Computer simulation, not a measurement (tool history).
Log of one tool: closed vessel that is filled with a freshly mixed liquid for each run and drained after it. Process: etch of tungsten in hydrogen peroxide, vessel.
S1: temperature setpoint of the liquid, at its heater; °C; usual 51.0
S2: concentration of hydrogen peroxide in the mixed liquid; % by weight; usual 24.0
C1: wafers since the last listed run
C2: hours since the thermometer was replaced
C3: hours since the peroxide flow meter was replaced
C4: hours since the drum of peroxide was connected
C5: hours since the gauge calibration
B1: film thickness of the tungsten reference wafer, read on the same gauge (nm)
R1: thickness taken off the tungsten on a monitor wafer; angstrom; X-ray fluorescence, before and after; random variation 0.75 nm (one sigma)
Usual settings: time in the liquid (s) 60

run 1 hour=0.0 | S1=51.0 S2=24.0 time_in_the_liquid_(s)=60 | C1=0 C2=1831.6 C3=289.6 C4=34.9 C5=447.0 | B1=109.98 | R1=984.0
run 2 hour=48.1 | S1=51.0 S2=24.0 time_in_the_liquid_(s)=70 | C1=4288 C2=1879.7 C3=337.7 C4=83.0 C5=495.1 | B1=109.99 | R1=1130.8
-- hour=48.9 gauge calibrated
run 3 hour=57.5 | S1=51.0 S2=24.0 time_in_the_liquid_(s)=60 | C1=838 C2=1889.1 C3=347.1 C4=92.4 C5=8.6 | B1=110.03 | R1=979.9
run 4 hour=71.4 | S1=51.0 S2=24.0 time_in_the_liquid_(s)=60 | C1=1239 C2=1903.0 C3=361.0 C4=106.3 C5=22.5 | B1=110.01 | R1=971.4
run 5 hour=85.0 | S1=51.0 S2=24.0 time_in_the_liquid_(s)=60 | C1=1212 C2=1916.6 C3=374.6 C4=119.9 C5=36.1 | B1=110.02 | R1=975.9
run 6 hour=94.0 | S1=51.0 S2=24.0 time_in_the_liquid_(s)=60 | C1=802 C2=1925.6 C3=383.6 C4=128.9 C5=45.1 | B1=110.00 | R1=988.7
run 7 hour=106.1 | S1=51.0 S2=18.5 time_in_the_liquid_(s)=35 | C1=1078 C2=1937.7 C3=395.7 C4=141.0 C5=57.2 | B1=110.03 | R1=506.1
run 8 hour=122.1 | S1=55.5 S2=30.0 time_in_the_liquid_(s)=85 | C1=1426 C2=1953.7 C3=411.7 C4=157.0 C5=73.2 | B1=110.01 | R1=1992.3
run 9 hour=132.1 | S1=51.0 S2=24.0 time_in_the_liquid_(s)=60 | C1=891 C2=1963.7 C3=421.7 C4=167.0 C5=83.2 | B1=110.00 | R1=972.0
run 10 hour=144.3 | S1=44.0 S2=20.0 time_in_the_liquid_(s)=60 | C1=1087 C2=1975.9 C3=433.9 C4=179.2 C5=95.4 | B1=110.01 | R1=584.1
run 11 hour=155.1 | S1=51.0 S2=24.0 time_in_the_liquid_(s)=60 | C1=962 C2=1986.7 C3=444.7 C4=190.0 C5=106.2 | B1=110.03 | R1=975.5
run 12 hour=171.5 | S1=51.0 S2=24.0 time_in_the_liquid_(s)=60 | C1=1462 C2=2003.1 C3=461.1 C4=206.4 C5=122.6 | B1=110.00 | R1=997.2
run 13 hour=177.7 | S1=43.0 S2=20.5 time_in_the_liquid_(s)=75 | C1=552 C2=2009.3 C3=467.3 C4=212.6 C5=128.8 | B1=109.98 | R1=696.5
run 14 hour=186.7 | S1=54.0 S2=24.0 time_in_the_liquid_(s)=60 | C1=802 C2=2018.3 C3=476.3 C4=221.6 C5=137.8 | B1=109.99 | R1=1178.5
run 15 hour=193.0 | S1=60.0 S2=24.0 time_in_the_liquid_(s)=60 | C1=561 C2=2024.6 C3=482.6 C4=227.9 C5=144.1 | B1=110.03 | R1=1673.3
run 16 hour=209.1 | S1=57.5 S2=26.0 time_in_the_liquid_(s)=75 | C1=1435 C2=2040.7 C3=498.7 C4=244.0 C5=160.2 | B1=110.01 | R1=1903.5
-- hour=217.4 peroxide flow meter replaced
run 17 hour=222.0 | S1=51.0 S2=24.0 time_in_the_liquid_(s)=60 | C1=1060 C2=2053.6 C3=4.6 C4=256.9 C5=173.1 | B1=109.96 | R1=946.1
-- hour=236.7 thermometer replaced
run 18 hour=237.2 | S1=51.0 S2=24.0 time_in_the_liquid_(s)=60 | C1=1266 C2=0.5 C3=19.8 C4=272.1 C5=188.3 | B1=109.98 | R1=943.5

The next listed run, before its measurement:
run 19 hour=242.2 | S1=43.0 S2=18.5 time_in_the_liquid_(s)=90 | C1=445 C2=5.5 C3=24.8 C4=277.1 C5=193.3 | B1=? | R1=?

Run 19 gave B1 110.01, R1 756.7 angstrom.
Without the tool's hidden state the same run would have given R1 748.2 angstrom.

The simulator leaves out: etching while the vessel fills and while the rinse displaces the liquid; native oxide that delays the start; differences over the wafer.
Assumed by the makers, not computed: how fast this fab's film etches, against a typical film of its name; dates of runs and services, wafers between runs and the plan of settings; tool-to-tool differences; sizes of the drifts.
